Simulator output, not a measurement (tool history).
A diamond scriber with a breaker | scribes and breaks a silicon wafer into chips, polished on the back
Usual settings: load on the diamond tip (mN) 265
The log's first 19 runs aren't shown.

run     day  load on the diamond tip (mN)  incoming depth of the damage left on the back of the incoming wafer, um  depth of the median crack under the scribed line (µm)  chips rejected at inspection after the break (%)
     43.462  -- load on the tip recalibrated
 20  45.046                           192                                                                     0.04                                                  10.79                                              7.85
 21  49.104                           304                                                                     0.03                                                  13.97                                              0.72
 22  50.525                           289                                                                     0.01                                                  13.51                                              0.82
 23  52.896                           265                                                                     0.02                                                   13.2                                              1.27
 24  55.242                           211                                                                     0.05                                                  11.67                                              4.37
 25   56.55                           341                                                                     0.04                                                  15.42                                              1.65
 26  57.612                           265                                                                     0.04                                                  13.31                                              0.98
 27  59.575                           265                                                                     0.02                                                  13.15                                              1.02
 28  61.296                           215                                                                     0.04                                                  11.75                                              3.29
 29  62.658                           333                                                                     0.04                                                  14.78                                              1.76
     63.179  -- load on the tip recalibrated
 30  64.075                           242                                                                     0.04                                                  11.86                                              3.76

Forecast each of these 3 alternatives for the next run:
  A  64.104                           265                                                                     0.05                                                      ?                                                 ?
  B  64.104                           219                                                                     0.05                                                      ?                                                 ?
  C  64.104                           302                                                                     0.05                                                      ?                                                 ?

run  depth of the median crack under the scribed line (µm)  chips rejected at inspection after the break (%)
  A                                                  12.55                                              2.08
  B                                                  11.35                                              5.61
  C                                                  13.48                                              0.89
Without the tool's hidden state the same runs would have given:
run  depth of the median crack under the scribed line (µm)  chips rejected at inspection after the break (%)
  A                                                  14.02                                              0.72
  B                                                  12.68                                              1.85
  C                                                  15.06                                              1.29
